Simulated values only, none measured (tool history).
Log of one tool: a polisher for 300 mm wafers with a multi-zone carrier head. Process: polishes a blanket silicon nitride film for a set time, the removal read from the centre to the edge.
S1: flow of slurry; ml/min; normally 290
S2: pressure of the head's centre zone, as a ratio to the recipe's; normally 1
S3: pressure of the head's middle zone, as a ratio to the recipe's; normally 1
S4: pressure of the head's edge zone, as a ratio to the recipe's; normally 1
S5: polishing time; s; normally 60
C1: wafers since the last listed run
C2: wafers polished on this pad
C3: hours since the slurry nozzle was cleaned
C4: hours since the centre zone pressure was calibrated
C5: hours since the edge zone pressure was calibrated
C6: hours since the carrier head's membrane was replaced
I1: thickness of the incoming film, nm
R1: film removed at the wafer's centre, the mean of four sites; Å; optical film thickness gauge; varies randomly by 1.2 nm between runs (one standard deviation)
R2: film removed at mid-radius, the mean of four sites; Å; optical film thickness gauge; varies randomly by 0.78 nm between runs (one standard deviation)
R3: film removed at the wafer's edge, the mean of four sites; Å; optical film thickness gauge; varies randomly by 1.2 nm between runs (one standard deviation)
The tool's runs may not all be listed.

run	hour	S1	S2	S3	S4	S5	C1	C2	C3	C4	C5	C6	I1	R1	R2	R3
1	0	290	1	1.08	1	60	0	1863	640.9	397.9	822.5	187.6	371.3	1082	1144	1097
2	30.9	260	1	1	1	60	367	2231	671.8	428.8	853.4	218.5	371.4	1030	1056	1086
3	62.7	290	1	1	1	60	378	2609	703.6	460.6	885.2	250.3	363	1076	1078	1086
4	94.8	290	1	0.9	1	60	382	2992	735.7	492.7	917.3	282.4	369.4	1047	998	1105
# hour 111.9: worn pad replaced by a new one
5	127.2	290	1	1	1	52	338	182	768.1	525.1	949.7	314.8	362.8	905	943	938
# hour 139.8: edge zone pressure recalibrated
6	156.7	290	1	1	1	74	327	509	797.6	554.6	16.9	344.3	367.1	1267	1321	1337
7	169.6	225	1.11	1	1	60	153	663	810.5	567.5	29.8	357.2	366.9	1108	1036	1088
8	199.3	360	1	1.05	1	45	353	1016	840.2	597.2	59.5	386.9	377.2	783	855	840
# hour 222.2: slurry nozzle cleaned
9	300.5	290	1.08	1	1	60	1192	2209	78.3	698.4	160.7	488.1	365.5	1097	1072	1115
10	314.1	290	1.08	1	1	60	161	2371	91.9	712	174.3	501.7	369.5	1098	1079	1096
11	338.5	290	1	1	1	41	290	2661	116.3	736.4	198.7	526.1	365	691	734	757
# hour 345.3: worn pad replaced by a new one
12	372.6	290	1.09	0.89	1	60	358	324	150.4	770.5	232.8	560.2	366.5	1085	983	1101
# hour 389.2: centre zone pressure recalibrated
13	395.1	200	1	0.95	1.03	49	244	568	172.9	5.9	255.3	582.7	371.4	844	804	865
# hour 401.8: carrier head's membrane replaced by a new one
14	419.6	290	1.03	1.07	0.93	66	232	801	197.4	30.4	279.8	17.8	364.8	1217	1258	1165
15	435.8	290	1.08	1	1	60	192	993	213.6	46.6	296	34	369.1	1165	1083	1086
16	447.9	355	1	1	1	41	144	1137	225.7	58.7	308.1	46.1	367.6	763	753	760
17	480.5	290	1	1	1	60	388	1526	258.3	91.3	340.7	78.7	374.4	1074	1073	1090
18	515.1	290	1.12	1.08	0.91	77	411	1937	292.9	125.9	375.3	113.3	374.5	1567	1468	1339
19	547.6	290	1	1	1	60	386	2324	325.4	158.4	407.8	145.8	372.8	1095	1088	1095
# hour 567.1: worn pad replaced by a new one
20	583	290	1.06	1	1	60	373	188	360.8	193.8	443.2	181.2	370.3	1155	1089	1077
21	611.8	350	1	1	1	60	342	531	389.6	222.6	472	210	367.4	1100	1092	1106
22	638.6	200	1	1	1	60	319	850	416.4	249.4	498.8	236.8	376.5	1035	1021	1038
23	668.3	290	1	1	1	60	353	1204	446.1	279.1	528.5	266.5	370.8	1087	1077	1093

Difference, measured minus no-hidden-state, one row per run. Run-to-run variation is common to both terms; the gauge's own scatter need not be:
Hidden conditions of the tool in this case: removal rate lost through wear of the pad, %; slurry flow missing at the pad, %; deviation of the centre zone's pressure from its setpoint, %; deviation of the edge zone's pressure from its setpoint, %.
run	R1
1	-22
2	-24
3	-29
4	-33
5	-33
6	-52
7	-47
8	-38
9	-74
10	-77
11	-53
12	-90
13	+0
14	+0
15	+0
16	+0
17	-1
18	-3
19	-4
20	-5
21	-8
22	-9
23	-11
R2: differs from the measured result by no more than 1 Å in any run.
R3: the difference is 0 for every run.
